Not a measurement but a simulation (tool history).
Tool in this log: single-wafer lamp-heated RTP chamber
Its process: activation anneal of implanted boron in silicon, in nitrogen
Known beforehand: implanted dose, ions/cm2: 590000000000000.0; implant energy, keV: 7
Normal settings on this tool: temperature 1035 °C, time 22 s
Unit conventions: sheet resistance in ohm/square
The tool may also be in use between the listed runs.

run    hour  temperature  time  wafers since the last listed run  wafers since the last pyrometer calibration  wafers since the reflector plate was cleaned  hours since the gauge calibration  read-back reference wafer on the same gauge, sheet resistance  sheet resistance
  1     0.0         1046    19                                 0                                          951                                          3358                               22.0                                                         210.39            217.25
  2    36.1         1035    22                               491                                         1442                                          3850                               58.1                                                         210.39            216.57
  3   185.5         1035    22                              2033                                         3476                                          5883                              207.5                                                         209.40            215.20
  4   233.8         1035    22                               657                                         4133                                          6541                              255.8                                                         209.27            216.74
  5   292.2         1035    22                               794                                         4928                                          7336                              314.2                                                         209.09            215.98
  6   358.7         1029    15                               905                                         5833                                          8241                              380.7                                                         208.72            219.44
      373.3  -- reflector plate cleaned
      385.6  -- pyrometer window cleaned and pyrometer calibrated
  7   394.3         1029    15                               266                                          118                                           177                              416.3                                                         208.45            219.58
  8   430.9         1029    15                               498                                          616                                           675                              452.9                                                         208.29            219.07
  9   480.7         1035    22                               677                                         1294                                          1353                              502.7                                                         208.02            215.39
 10   549.1         1035    22                               931                                         2225                                          2284                              571.1                                                         207.76            217.27
 11   592.9         1035    22                               596                                         2821                                          2880                              614.9                                                         207.45            214.24
 12   656.7         1035    22                               868                                         3690                                          3749                              678.7                                                         206.70            214.89
 13   684.4         1035    22                               377                                         4067                                          4126                              706.4                                                         206.91            215.17
 14   715.9         1019    22                               428                                         4496                                          4554                              737.9                                                         206.59            216.50
      737.9  -- pyrometer window cleaned and pyrometer calibrated
 15   763.3         1019    22                               536                                          345                                          5091                              785.3                                                         206.40            215.10
 16   792.8         1019    22                               401                                          747                                          5492                              814.8                                                         206.24            215.75
 17   864.7         1035    22                               978                                         1725                                          6471                              886.7                                                         205.78            214.84
      930.9  -- reflector plate cleaned
 18   971.7         1035    14                              1347                                         3073                                           555                              993.7                                                         205.07            213.71
 19  1029.8         1035    22                               790                                         3864                                          1346                             1051.8                                                         205.05            211.05
 20  1134.3         1063    26                              1422                                         5286                                          2768                             1156.3                                                         204.33            208.74
     1163.9  -- pyrometer window cleaned and pyrometer calibrated
 21  1164.4         1062     9                               300                                            6                                          3069                             1186.4                                                         204.35            213.15
 22  1216.1         1053    22                               703                                          709                                          3773                             1238.1                                                         204.03            208.29
 23  1264.8         1035    33                               662                                         1372                                          4435                             1286.8                                                         203.66            210.61
 24  1319.8         1035    22                               748                                         2121                                          5184                             1341.8                                                         203.41            212.33
 25  1377.5         1047    22                               785                                         2906                                          5969                             1399.5                                                         203.07            209.45

For run 26, what comes out?
     1453.4  -- gauge calibrated
     1540.0  -- reflector plate cleaned
     1558.3  -- pyrometer window cleaned and pyrometer calibrated
 26  1567.2         1035    22                              2364                                          121                                           260                              113.8                                                              ?                 ?

read-back reference wafer on the same gauge, sheet resistance: 210.81
sheet resistance: 218.52 ohm/square
With the hidden condition absent and the run-to-run variation left alone, this run would have shown sheet resistance 218.79 ohm/square.

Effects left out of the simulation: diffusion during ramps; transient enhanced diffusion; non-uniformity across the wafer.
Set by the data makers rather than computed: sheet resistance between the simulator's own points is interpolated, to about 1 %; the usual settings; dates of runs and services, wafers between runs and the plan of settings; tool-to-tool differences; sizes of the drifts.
